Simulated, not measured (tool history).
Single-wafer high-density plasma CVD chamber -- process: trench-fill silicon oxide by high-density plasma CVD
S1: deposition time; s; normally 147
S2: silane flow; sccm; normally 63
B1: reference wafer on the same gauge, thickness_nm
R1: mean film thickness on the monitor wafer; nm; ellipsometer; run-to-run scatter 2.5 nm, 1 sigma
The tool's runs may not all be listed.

run 1 hour=0 | S1=147 S2=63 | B1=794.375 | R1=894.512
run 2 hour=44.3 | S1=147 S2=63 | B1=793.979 | R1=896.694
run 3 hour=92.1 | S1=147 S2=68 | B1=794.447 | R1=967.266
run 4 hour=161.3 | S1=147 S2=68 | B1=794.021 | R1=973.093
run 5 hour=262.4 | S1=147 S2=63 | B1=794.637 | R1=898.86
run 6 hour=357.2 | S1=147 S2=63 | B1=793.755 | R1=899.72
-- hour=414.7 gauge calibrated
run 7 hour=417.7 | S1=147 S2=63 | B1=794.168 | R1=902.614
run 8 hour=456.2 | S1=147 S2=63 | B1=794.346 | R1=898.52
run 9 hour=558.3 | S1=132 S2=75 | B1=794.213 | R1=966.046
run 10 hour=631 | S1=122 S2=75 | B1=793.991 | R1=894.258
run 11 hour=771.5 | S1=126 S2=63 | B1=794.109 | R1=777.125
run 12 hour=877.6 | S1=160 S2=52 | B1=794.968 | R1=815.537
run 13 hour=981.4 | S1=147 S2=57 | B1=793.566 | R1=819.309
-- hour=994.3 silane flow controller replaced
run 14 hour=1048.5 | S1=167 S2=55 | B1=793.866 | R1=862.477
run 15 hour=1094.2 | S1=122 S2=63 | B1=794.471 | R1=719.845
run 16 hour=1166.5 | S1=147 S2=63 | B1=793.682 | R1=871.516
run 17 hour=1245.6 | S1=147 S2=63 | B1=793.977 | R1=868.756

Below are 4 alternative next runs, each starting from the tool's condition after run 17. Predict each:
run A hour=1246 | S1=147 S2=73 | B1=? | R1=?
run B hour=1246 | S1=161 S2=57 | B1=? | R1=?
run C hour=1246 | S1=139 S2=52 | B1=? | R1=?
run D hour=1246 | S1=118 S2=63 | B1=? | R1=?

run=A B1=793.347 R1=1014.109
run=B B1=793.347 R1=867.252
run=C B1=793.347 R1=683.066
run=D B1=793.347 R1=702.534
Take away the tool's hidden state, keep each run's random variation, and the runs would have read:
run=A R1=1004.655
run=B R1=859.167
run=C R1=676.698
run=D R1=695.984

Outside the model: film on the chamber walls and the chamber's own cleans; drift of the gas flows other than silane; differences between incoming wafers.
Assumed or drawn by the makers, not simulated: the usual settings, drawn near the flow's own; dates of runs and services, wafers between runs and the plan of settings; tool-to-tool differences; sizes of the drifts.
